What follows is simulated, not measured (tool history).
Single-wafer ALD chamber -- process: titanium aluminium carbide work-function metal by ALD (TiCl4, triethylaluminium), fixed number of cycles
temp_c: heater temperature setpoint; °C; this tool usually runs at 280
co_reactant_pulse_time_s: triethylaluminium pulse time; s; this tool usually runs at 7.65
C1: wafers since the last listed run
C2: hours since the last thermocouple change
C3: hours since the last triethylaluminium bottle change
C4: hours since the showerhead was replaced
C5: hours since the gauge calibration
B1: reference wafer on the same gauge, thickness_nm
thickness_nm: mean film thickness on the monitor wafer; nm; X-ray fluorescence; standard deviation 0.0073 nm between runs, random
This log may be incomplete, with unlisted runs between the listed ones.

{"run": 1, "hour": 0.0, "temp_c": 280, "co_reactant_pulse_time_s": 7.65, "C1": 0, "C2": 2365.5, "C3": 1376.2, "C4": 5977.4, "C5": 613.3, "B1": 1.499, "thickness_nm": 1.616}
{"run": 2, "hour": 29.2, "temp_c": 280, "co_reactant_pulse_time_s": 7.65, "C1": 445, "C2": 2394.7, "C3": 1405.4, "C4": 6006.6, "C5": 642.5, "B1": 1.5, "thickness_nm": 1.618}
{"run": 3, "hour": 53.2, "temp_c": 280, "co_reactant_pulse_time_s": 7.65, "C1": 366, "C2": 2418.7, "C3": 1429.4, "C4": 6030.6, "C5": 666.5, "B1": 1.501, "thickness_nm": 1.603}
{"run": 4, "hour": 87.8, "temp_c": 280, "co_reactant_pulse_time_s": 7.65, "C1": 527, "C2": 2453.3, "C3": 1464, "C4": 6065.2, "C5": 701.1, "B1": 1.499, "thickness_nm": 1.604}
{"run": 5, "hour": 115.9, "temp_c": 280, "co_reactant_pulse_time_s": 8.44, "C1": 428, "C2": 2481.4, "C3": 1492.1, "C4": 6093.3, "C5": 729.2, "B1": 1.5, "thickness_nm": 1.646}
{"run": 6, "hour": 136.0, "temp_c": 280, "co_reactant_pulse_time_s": 7.65, "C1": 306, "C2": 2501.5, "C3": 1512.2, "C4": 6113.4, "C5": 749.3, "B1": 1.501, "thickness_nm": 1.605}
{"run": 7, "hour": 161.5, "temp_c": 280, "co_reactant_pulse_time_s": 7.65, "C1": 389, "C2": 2527, "C3": 1537.7, "C4": 6138.9, "C5": 774.8, "B1": 1.502, "thickness_nm": 1.614}
{"run": 8, "hour": 177.1, "temp_c": 274, "co_reactant_pulse_time_s": 7.65, "C1": 237, "C2": 2542.6, "C3": 1553.3, "C4": 6154.5, "C5": 790.4, "B1": 1.5, "thickness_nm": 1.568}
{"run": 9, "hour": 193.3, "temp_c": 274, "co_reactant_pulse_time_s": 7.65, "C1": 247, "C2": 2558.8, "C3": 1569.5, "C4": 6170.7, "C5": 806.6, "B1": 1.498, "thickness_nm": 1.551}
{"run": 10, "hour": 228.2, "temp_c": 271, "co_reactant_pulse_time_s": 7.65, "C1": 532, "C2": 2593.7, "C3": 1604.4, "C4": 6205.6, "C5": 841.5, "B1": 1.501, "thickness_nm": 1.514}
{"run": 11, "hour": 254.7, "temp_c": 271, "co_reactant_pulse_time_s": 7.65, "C1": 404, "C2": 2620.2, "C3": 1630.9, "C4": 6232.1, "C5": 868, "B1": 1.502, "thickness_nm": 1.536}
{"run": 12, "hour": 287.8, "temp_c": 288, "co_reactant_pulse_time_s": 7.65, "C1": 504, "C2": 2653.3, "C3": 1664, "C4": 6265.2, "C5": 901.1, "B1": 1.5, "thickness_nm": 1.672}
{"run": 13, "hour": 312.5, "temp_c": 288, "co_reactant_pulse_time_s": 7.65, "C1": 376, "C2": 2678, "C3": 1688.7, "C4": 6289.9, "C5": 925.8, "B1": 1.5, "thickness_nm": 1.674}
{"run": 14, "hour": 330.4, "temp_c": 292, "co_reactant_pulse_time_s": 8.64, "C1": 273, "C2": 2695.9, "C3": 1706.6, "C4": 6307.8, "C5": 943.7, "B1": 1.498, "thickness_nm": 1.768}
{"run": 15, "hour": 348.1, "temp_c": 292, "co_reactant_pulse_time_s": 5.55, "C1": 270, "C2": 2713.6, "C3": 1724.3, "C4": 6325.5, "C5": 961.4, "B1": 1.499, "thickness_nm": 1.535}
{"hour": 408.2, "done": "gauge calibrated"}
{"hour": 420.7, "done": "showerhead replaced, of another model than before"}
{"run": 16, "hour": 437.0, "temp_c": 293, "co_reactant_pulse_time_s": 8.43, "C1": 1234, "C2": 2802.5, "C3": 1813.2, "C4": 16.3, "C5": 28.8, "B1": 1.501, "thickness_nm": 1.619}
{"run": 17, "hour": 450.1, "temp_c": 272, "co_reactant_pulse_time_s": 10.4, "C1": 199, "C2": 2815.6, "C3": 1826.3, "C4": 29.4, "C5": 41.9, "B1": 1.5, "thickness_nm": 1.586}
{"hour": 555.6, "done": "thermocouple changed; heater temperature recalibrated"}
{"run": 18, "hour": 556.1, "temp_c": 287, "co_reactant_pulse_time_s": 6.74, "C1": 1494, "C2": 0.5, "C3": 1932.3, "C4": 135.4, "C5": 147.9, "B1": 1.499, "thickness_nm": 1.355}
{"hour": 572.4, "done": "triethylaluminium bottle replaced"}
{"run": 19, "hour": 577.3, "temp_c": 291, "co_reactant_pulse_time_s": 8.73, "C1": 201, "C2": 21.7, "C3": 4.9, "C4": 156.6, "C5": 169.1, "B1": 1.5, "thickness_nm": 1.923}
{"run": 20, "hour": 609.5, "temp_c": 280, "co_reactant_pulse_time_s": 7.65, "C1": 491, "C2": 53.9, "C3": 37.1, "C4": 188.8, "C5": 201.3, "B1": 1.501, "thickness_nm": 1.75}
{"run": 21, "hour": 633.2, "temp_c": 287, "co_reactant_pulse_time_s": 5.16, "C1": 361, "C2": 77.6, "C3": 60.8, "C4": 212.5, "C5": 225, "B1": 1.5, "thickness_nm": 1.512}
{"run": 22, "hour": 645.5, "temp_c": 293, "co_reactant_pulse_time_s": 6.05, "C1": 187, "C2": 89.9, "C3": 73.1, "C4": 224.8, "C5": 237.3, "B1": 1.499, "thickness_nm": 1.709}
{"run": 23, "hour": 663.8, "temp_c": 280, "co_reactant_pulse_time_s": 7.65, "C1": 279, "C2": 108.2, "C3": 91.4, "C4": 243.1, "C5": 255.6, "B1": 1.501, "thickness_nm": 1.74}
{"run": 24, "hour": 725.6, "temp_c": 280, "co_reactant_pulse_time_s": 7.65, "C1": 942, "C2": 170, "C3": 153.2, "C4": 304.9, "C5": 317.4, "B1": 1.5, "thickness_nm": 1.715}
{"run": 25, "hour": 760.5, "temp_c": 280, "co_reactant_pulse_time_s": 9.45, "C1": 532, "C2": 204.9, "C3": 188.1, "C4": 339.8, "C5": 352.3, "B1": 1.499, "thickness_nm": 1.809}
{"run": 26, "hour": 794.7, "temp_c": 273, "co_reactant_pulse_time_s": 10.3, "C1": 521, "C2": 239.1, "C3": 222.3, "C4": 374, "C5": 386.5, "B1": 1.498, "thickness_nm": 1.756}
{"run": 27, "hour": 826.0, "temp_c": 280, "co_reactant_pulse_time_s": 7.65, "C1": 477, "C2": 270.4, "C3": 253.6, "C4": 405.3, "C5": 417.8, "B1": 1.5, "thickness_nm": 1.699}

State the hidden condition of the tool at each of the runs:
wafer temperature above the value expected at the setpoint (K): 0 on each run
gauge reads high (%): 0 on each run
H1: triethylaluminium dose above that of a fresh bottle (%)
run=1 H1=-34.3
run=2 H1=-34.5
run=3 H1=-34.6
run=4 H1=-34.8
run=5 H1=-34.9
run=6 H1=-35
run=7 H1=-35.2
run=8 H1=-35.2
run=9 H1=-35.3
run=10 H1=-35.5
run=11 H1=-35.6
run=12 H1=-35.7
run=13 H1=-35.8
run=14 H1=-35.9
run=15 H1=-35.9
run=16 H1=-36.2
run=17 H1=-36.3
run=18 H1=-36.5
run=19 H1=-0.865
run=20 H1=-2.77
run=21 H1=-4.11
run=22 H1=-4.79
run=23 H1=-5.77
run=24 H1=-8.86
run=25 H1=-10.5
run=26 H1=-12
run=27 H1=-13.3
